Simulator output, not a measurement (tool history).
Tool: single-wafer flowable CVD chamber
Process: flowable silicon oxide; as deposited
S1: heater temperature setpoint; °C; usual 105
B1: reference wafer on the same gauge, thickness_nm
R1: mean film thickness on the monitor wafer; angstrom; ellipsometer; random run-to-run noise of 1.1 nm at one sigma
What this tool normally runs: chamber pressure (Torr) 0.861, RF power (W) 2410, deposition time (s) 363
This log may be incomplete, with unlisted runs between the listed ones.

{"run": 1, "hour": 0.0, "S1": 105, "chamber pressure (Torr)": 0.861, "RF power (W)": 2410, "deposition time (s)": 363, "B1": 252.12, "R1": 2557.91}
{"run": 2, "hour": 89.2, "S1": 105, "chamber pressure (Torr)": 0.861, "RF power (W)": 2410, "deposition time (s)": 363, "B1": 251.81, "R1": 2567.71}
{"run": 3, "hour": 173.2, "S1": 105, "chamber pressure (Torr)": 0.861, "RF power (W)": 2410, "deposition time (s)": 363, "B1": 252.031, "R1": 2557.77}
{"run": 4, "hour": 213.0, "S1": 105, "chamber pressure (Torr)": 0.861, "RF power (W)": 2410, "deposition time (s)": 363, "B1": 252.318, "R1": 2567.75}
{"run": 5, "hour": 257.9, "S1": 105, "chamber pressure (Torr)": 0.801, "RF power (W)": 2410, "deposition time (s)": 309, "B1": 252.349, "R1": 2024.57}
{"run": 6, "hour": 336.8, "S1": 105, "chamber pressure (Torr)": 0.801, "RF power (W)": 2410, "deposition time (s)": 309, "B1": 252.399, "R1": 2060.06}
{"hour": 363.9, "done": "thermocouple changed; heater temperature recalibrated"}
{"hour": 472.5, "done": "RF generator calibrated"}
{"hour": 557.2, "done": "gauge calibrated"}
{"hour": 571.3, "done": "capacitance manometer re-zeroed and calibrated"}
{"run": 7, "hour": 589.2, "S1": 105, "chamber pressure (Torr)": 0.964, "RF power (W)": 2410, "deposition time (s)": 419, "B1": 247.521, "R1": 3243.91}
{"run": 8, "hour": 676.0, "S1": 97, "chamber pressure (Torr)": 0.861, "RF power (W)": 2835, "deposition time (s)": 340, "B1": 248.413, "R1": 3101.24}
{"run": 9, "hour": 746.4, "S1": 99, "chamber pressure (Torr)": 1.055, "RF power (W)": 1940, "deposition time (s)": 363, "B1": 249.245, "R1": 3391.68}
{"run": 10, "hour": 839.8, "S1": 113, "chamber pressure (Torr)": 0.861, "RF power (W)": 2410, "deposition time (s)": 400, "B1": 249.677, "R1": 2240.81}
{"hour": 872.6, "done": "showerhead replaced"}
{"run": 11, "hour": 941.5, "S1": 105, "chamber pressure (Torr)": 0.861, "RF power (W)": 2410, "deposition time (s)": 363, "B1": 249.976, "R1": 2542.47}
{"run": 12, "hour": 1036.9, "S1": 90, "chamber pressure (Torr)": 1.071, "RF power (W)": 1950, "deposition time (s)": 363, "B1": 250.412, "R1": 4507.87}
{"run": 13, "hour": 1076.2, "S1": 105, "chamber pressure (Torr)": 0.861, "RF power (W)": 2765, "deposition time (s)": 363, "B1": 250.72, "R1": 2618.99}
{"run": 14, "hour": 1117.4, "S1": 105, "chamber pressure (Torr)": 0.861, "RF power (W)": 2410, "deposition time (s)": 363, "B1": 250.533, "R1": 2532.47}

For run 15, what comes out?
{"run": 15, "hour": 1181.6, "S1": 94, "chamber pressure (Torr)": 0.861, "RF power (W)": 2410, "deposition time (s)": 313, "B1": "?", "R1": "?"}

Run 15 measured B1 250.661, R1 3043.64 angstrom.
With the hidden condition absent and the run-to-run variation left alone, this run would have shown R1 3009.64 angstrom.

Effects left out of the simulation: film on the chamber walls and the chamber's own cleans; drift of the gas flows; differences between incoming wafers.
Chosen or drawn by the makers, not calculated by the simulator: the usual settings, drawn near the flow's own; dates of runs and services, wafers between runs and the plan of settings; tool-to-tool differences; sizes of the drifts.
